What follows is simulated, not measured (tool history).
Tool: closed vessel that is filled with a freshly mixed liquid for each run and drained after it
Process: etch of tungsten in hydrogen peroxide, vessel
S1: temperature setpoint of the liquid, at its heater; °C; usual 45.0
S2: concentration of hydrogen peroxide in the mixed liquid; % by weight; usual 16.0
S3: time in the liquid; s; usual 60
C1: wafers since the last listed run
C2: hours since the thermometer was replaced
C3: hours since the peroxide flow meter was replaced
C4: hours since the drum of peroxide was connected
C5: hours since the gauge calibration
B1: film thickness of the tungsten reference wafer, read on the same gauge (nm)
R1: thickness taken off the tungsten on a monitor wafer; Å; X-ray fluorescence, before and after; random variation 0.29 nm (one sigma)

{"run": 1, "hour": 0.0, "S1": 50.0, "S2": 16.0, "S3": 60, "C1": 0, "C2": 1385.6, "C3": 861.4, "C4": 315.0, "C5": 356.5, "B1": 40.0, "R1": 456.4}
{"run": 2, "hour": 14.0, "S1": 45.0, "S2": 16.0, "S3": 60, "C1": 1141, "C2": 1399.6, "C3": 875.4, "C4": 329.0, "C5": 370.5, "B1": 40.01, "R1": 336.9}
{"run": 3, "hour": 28.0, "S1": 53.0, "S2": 19.0, "S3": 60, "C1": 1141, "C2": 1413.6, "C3": 889.4, "C4": 343.0, "C5": 384.5, "B1": 40.0, "R1": 600.6}
{"run": 4, "hour": 45.7, "S1": 53.0, "S2": 19.0, "S3": 60, "C1": 1443, "C2": 1431.3, "C3": 907.1, "C4": 360.7, "C5": 402.2, "B1": 39.99, "R1": 592.4}
{"run": 5, "hour": 62.9, "S1": 45.0, "S2": 16.0, "S3": 60, "C1": 1402, "C2": 1448.5, "C3": 924.3, "C4": 377.9, "C5": 419.4, "B1": 40.02, "R1": 334.2}
{"hour": 77.0, "done": "thermometer replaced"}
{"run": 6, "hour": 79.3, "S1": 49.0, "S2": 16.0, "S3": 60, "C1": 1255, "C2": 2.3, "C3": 940.7, "C4": 394.3, "C5": 435.8, "B1": 39.98, "R1": 420.0}
{"run": 7, "hour": 89.3, "S1": 49.0, "S2": 16.0, "S3": 60, "C1": 815, "C2": 12.3, "C3": 950.7, "C4": 404.3, "C5": 445.8, "B1": 39.98, "R1": 429.0}
{"run": 8, "hour": 101.7, "S1": 45.0, "S2": 13.5, "S3": 35, "C1": 1011, "C2": 24.7, "C3": 963.1, "C4": 416.7, "C5": 458.2, "B1": 40.01, "R1": 181.4}
{"run": 9, "hour": 108.5, "S1": 52.0, "S2": 16.0, "S3": 95, "C1": 554, "C2": 31.5, "C3": 969.9, "C4": 423.5, "C5": 465.0, "B1": 40.01, "R1": 807.4}
{"run": 10, "hour": 148.7, "S1": 45.0, "S2": 16.0, "S3": 60, "C1": 3278, "C2": 71.7, "C3": 1010.1, "C4": 463.7, "C5": 505.2, "B1": 40.0, "R1": 333.1}
{"run": 11, "hour": 155.5, "S1": 36.5, "S2": 13.5, "S3": 40, "C1": 554, "C2": 78.5, "C3": 1016.9, "C4": 470.5, "C5": 512.0, "B1": 39.97, "R1": 115.9}
{"run": 12, "hour": 168.8, "S1": 37.0, "S2": 12.0, "S3": 80, "C1": 1084, "C2": 91.8, "C3": 1030.2, "C4": 483.8, "C5": 525.3, "B1": 40.02, "R1": 227.7}
{"run": 13, "hour": 178.6, "S1": 45.0, "S2": 12.5, "S3": 40, "C1": 799, "C2": 101.6, "C3": 1040.0, "C4": 493.6, "C5": 535.1, "B1": 39.98, "R1": 193.6}
{"run": 14, "hour": 188.4, "S1": 45.0, "S2": 16.0, "S3": 60, "C1": 799, "C2": 111.4, "C3": 1049.8, "C4": 503.4, "C5": 544.9, "B1": 40.01, "R1": 331.7}
{"run": 15, "hour": 204.8, "S1": 49.5, "S2": 16.0, "S3": 60, "C1": 1337, "C2": 127.8, "C3": 1066.2, "C4": 519.8, "C5": 561.3, "B1": 40.0, "R1": 440.8}
{"hour": 218.0, "done": "new drum of peroxide connected"}
{"run": 16, "hour": 221.8, "S1": 38.0, "S2": 20.0, "S3": 30, "C1": 1304, "C2": 144.8, "C3": 1083.2, "C4": 3.8, "C5": 578.3, "B1": 39.98, "R1": 121.5}
{"hour": 229.0, "done": "peroxide flow meter replaced"}
{"run": 17, "hour": 239.2, "S1": 39.0, "S2": 12.0, "S3": 95, "C1": 1337, "C2": 162.2, "C3": 10.2, "C4": 21.2, "C5": 595.7, "B1": 39.97, "R1": 313.9}
{"hour": 245.4, "done": "gauge calibrated"}
{"run": 18, "hour": 256.7, "S1": 45.0, "S2": 16.0, "S3": 60, "C1": 1427, "C2": 179.7, "C3": 27.7, "C4": 38.7, "C5": 11.3, "B1": 40.01, "R1": 340.2}
{"run": 19, "hour": 263.9, "S1": 52.5, "S2": 16.0, "S3": 60, "C1": 587, "C2": 186.9, "C3": 34.9, "C4": 45.9, "C5": 18.5, "B1": 40.01, "R1": 545.4}
{"run": 20, "hour": 273.1, "S1": 39.0, "S2": 16.0, "S3": 60, "C1": 750, "C2": 196.1, "C3": 44.1, "C4": 55.1, "C5": 27.7, "B1": 39.99, "R1": 232.5}
{"run": 21, "hour": 283.3, "S1": 53.0, "S2": 14.5, "S3": 40, "C1": 831, "C2": 206.3, "C3": 54.3, "C4": 65.3, "C5": 37.9, "B1": 40.02, "R1": 352.8}
{"run": 22, "hour": 290.7, "S1": 48.0, "S2": 19.0, "S3": 30, "C1": 603, "C2": 213.7, "C3": 61.7, "C4": 72.7, "C5": 45.3, "B1": 39.99, "R1": 222.4}
{"run": 23, "hour": 297.8, "S1": 45.0, "S2": 12.5, "S3": 60, "C1": 578, "C2": 220.8, "C3": 68.8, "C4": 79.8, "C5": 52.4, "B1": 39.96, "R1": 298.8}
{"run": 24, "hour": 307.2, "S1": 41.0, "S2": 14.5, "S3": 60, "C1": 766, "C2": 230.2, "C3": 78.2, "C4": 89.2, "C5": 61.8, "B1": 39.97, "R1": 251.3}
{"run": 25, "hour": 328.9, "S1": 37.0, "S2": 19.0, "S3": 60, "C1": 1769, "C2": 251.9, "C3": 99.9, "C4": 110.9, "C5": 83.5, "B1": 39.98, "R1": 217.4}
{"run": 26, "hour": 340.4, "S1": 45.0, "S2": 16.0, "S3": 70, "C1": 937, "C2": 263.4, "C3": 111.4, "C4": 122.4, "C5": 95.0, "B1": 39.98, "R1": 398.4}
{"run": 27, "hour": 350.1, "S1": 45.0, "S2": 16.0, "S3": 85, "C1": 790, "C2": 273.1, "C3": 121.1, "C4": 132.1, "C5": 104.7, "B1": 39.97, "R1": 471.3}
{"run": 28, "hour": 361.4, "S1": 45.0, "S2": 16.0, "S3": 60, "C1": 921, "C2": 284.4, "C3": 132.4, "C4": 143.4, "C5": 116.0, "B1": 40.03, "R1": 339.0}
{"run": 29, "hour": 367.9, "S1": 45.0, "S2": 16.0, "S3": 60, "C1": 530, "C2": 290.9, "C3": 138.9, "C4": 149.9, "C5": 122.5, "B1": 39.97, "R1": 339.5}
{"run": 30, "hour": 382.3, "S1": 45.0, "S2": 16.0, "S3": 30, "C1": 1174, "C2": 305.3, "C3": 153.3, "C4": 164.3, "C5": 136.9, "B1": 39.98, "R1": 169.9}
{"run": 31, "hour": 398.5, "S1": 36.0, "S2": 20.5, "S3": 85, "C1": 1321, "C2": 321.5, "C3": 169.5, "C4": 180.5, "C5": 153.1, "B1": 40.01, "R1": 300.8}

3 ways to go on from here, each from the tool as it stands after run 31. What would each give?
{"run": "A", "hour": 399.2, "S1": 45.0, "S2": 16.0, "S3": 60, "C1": 57, "C2": 322.2, "C3": 170.2, "C4": 181.2, "C5": 153.8, "B1": "?", "R1": "?"}
{"run": "B", "hour": 399.2, "S1": 52.0, "S2": 14.0, "S3": 90, "C1": 57, "C2": 322.2, "C3": 170.2, "C4": 181.2, "C5": 153.8, "B1": "?", "R1": "?"}
{"run": "C", "hour": 399.2, "S1": 45.0, "S2": 18.5, "S3": 50, "C1": 57, "C2": 322.2, "C3": 170.2, "C4": 181.2, "C5": 153.8, "B1": "?", "R1": "?"}

run=A B1=40.01 R1=339.1
run=B B1=40.01 R1=732.7
run=C B1=40.01 R1=303.8
Without the tool's hidden state the same runs would have given:
run=A R1=345.9
run=B R1=747.4
run=C R1=309.9
